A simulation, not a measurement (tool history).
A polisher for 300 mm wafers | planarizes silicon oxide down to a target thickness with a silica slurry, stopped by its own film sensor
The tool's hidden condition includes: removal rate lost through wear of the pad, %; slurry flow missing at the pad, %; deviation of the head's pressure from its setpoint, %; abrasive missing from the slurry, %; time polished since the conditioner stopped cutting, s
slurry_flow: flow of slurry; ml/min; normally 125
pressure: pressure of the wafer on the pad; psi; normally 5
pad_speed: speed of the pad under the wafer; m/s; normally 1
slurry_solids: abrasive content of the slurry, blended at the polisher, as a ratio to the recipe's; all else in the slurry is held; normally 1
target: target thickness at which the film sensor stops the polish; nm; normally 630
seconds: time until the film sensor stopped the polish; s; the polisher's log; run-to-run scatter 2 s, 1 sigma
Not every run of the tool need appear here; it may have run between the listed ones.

run   hour  slurry_flow  pressure  pad_speed  slurry_solids  target  wafers since the last listed run  wafers polished on this pad  hours since the slurry nozzle was cleaned  hours since the head pressure was calibrated  hours since the slurry blender was calibrated  hours since the conditioning disc was replaced  incoming thickness of the incoming film, nm  seconds
  1      0          125         5          1              1     630                                 0                          377                                       35.5                                         173.1                                           20.3                                            69.6                                       1010.6    141.1
  2   28.7          125         5          1              1     630                               162                          540                                       64.2                                         201.8                                             49                                            98.3                                       1027.3    144.8
  3   48.2          125         5          1              1     630                               110                          651                                       83.7                                         221.3                                           68.5                                           117.8                                       1019.9    147.8
  4   72.8          125         5          1              1     630                               139                          790                                      108.3                                         245.9                                           93.1                                           142.4                                       1028.7    152.5
  5   90.9          125         5          1              1     630                               102                          893                                      126.4                                           264                                          111.2                                           160.5                                       1021.6    147.6
  6  116.8          125         5          1              1     630                               146                         1039                                      152.3                                         289.9                                          137.1                                           186.4                                       1017.7    145.4
     131.3  -- worn pad replaced by a new one
  7  137.5          125         5          1              1     630                                94                           34                                        173                                         310.6                                          157.8                                           207.1                                       1031.9    152.7
  8  164.8          125         5          1              1     630                               154                          189                                      200.3                                         337.9                                          185.1                                           234.4                                         1030    157.1
  9    195          125         5          1              1     630                               171                          360                                      230.5                                         368.1                                          215.3                                           264.6                                       1032.5    157.2
 10  221.8          125       5.5          1              1     630                               151                          512                                      257.3                                         394.9                                          242.1                                           291.4                                       1018.8    146.3
       224  -- conditioning disc replaced and pad reconditioned
 11    238          125         5          1              1     630                                80                          593                                      273.5                                         411.1                                          258.3                                              14                                       1019.7    158.3
 12  260.7          125         5          1            1.2     630                               128                          721                                      296.2                                         433.8                                            281                                            36.7                                       1014.6    138.8
 13  278.4          125         5          1              1     630                               100                          822                                      313.9                                         451.5                                          298.7                                            54.4                                       1014.6      156
     295.4  -- worn pad replaced by a new one
 14  297.3          125       6.1        0.7            0.9     706                                84                           10                                      332.8                                         470.4                                          317.6                                            73.3                                       1019.8    144.1
       320  -- head pressure recalibrated
       339  -- slurry blender recalibrated
     364.4  -- slurry nozzle cleaned
 15  402.6          125       6.1        0.9              1     630                               568                          579                                       38.2                                          82.6                                           63.6                                           178.6                                         1032    136.7
 16  419.4          125         5          1              1     630                                95                          674                                         55                                          99.4                                           80.4                                           195.4                                       1037.3    153.1
 17  445.6          125       4.3          1              1     744                               148                          823                                       81.2                                         125.6                                          106.6                                           221.6                                       1006.5    109.7
     458.7  -- worn pad replaced by a new one
 18  473.5          125       5.6          1           1.25     630                               135                           84                                      109.1                                         153.5                                          134.5                                           249.5                                       1031.2    120.7
     504.1  -- conditioning disc replaced and pad reconditioned
 19  534.6          125         5          1              1     523                               334                          419                                      170.2                                         214.6                                          195.6                                            30.5                                        997.6    178.9
 20  555.4          150       6.7          1           0.75     557                               117                          536                                        191                                         235.4                                          216.4                                            51.3                                       1006.4    172.3
 21  573.6          125       3.4          1           1.25     630                               103                          640                                      209.2                                         253.6                                          234.6                                            69.5                                       1010.5    166.3
 22  598.6          105       5.9          1            0.9     672                               141                          781                                      234.2                                         278.6                                          259.6                                            94.5                                       1011.3    133.6
     628.8  -- slurry blender recalibrated
 23  630.4          105         5       1.18              1     514                               168                          950                                        266                                         310.4                                            1.6                                           126.3                                       1005.7    166.2
     646.8  -- worn pad replaced by a new one
 24  648.1          125       4.5          1              1     630                                77                            7                                      283.7                                         328.1                                           19.3                                             144                                       1026.7      156
 25  666.9          125         5          1              1     630                               106                          113                                      302.5                                         346.9                                           38.1                                           162.8                                       1028.9    146.4
 26  693.4          125         5          1              1     630                               150                          264                                        329                                         373.4                                           64.6                                           189.3                                       1027.7    146.2

Below are 3 alternative next runs, each starting from the tool's condition after run 26. Predict each:
  A  693.9          125         5          1              1     630                                 2                          266                                      329.5                                         373.9                                           65.1                                           189.8                                       1030.8        ?
  B  693.9          125         5          1              1     758                                 2                          266                                      329.5                                         373.9                                           65.1                                           189.8                                       1030.8        ?
  C  693.9          125         5          1           1.25     630                                 2                          266                                      329.5                                         373.9                                           65.1                                           189.8                                       1030.8        ?

run  seconds
  A    148.1
  B    100.8
  C    130.3
Had the tool no hidden state, the same runs would have come out as:
run  seconds
  A    144.1
  B     98.1
  C    127.3
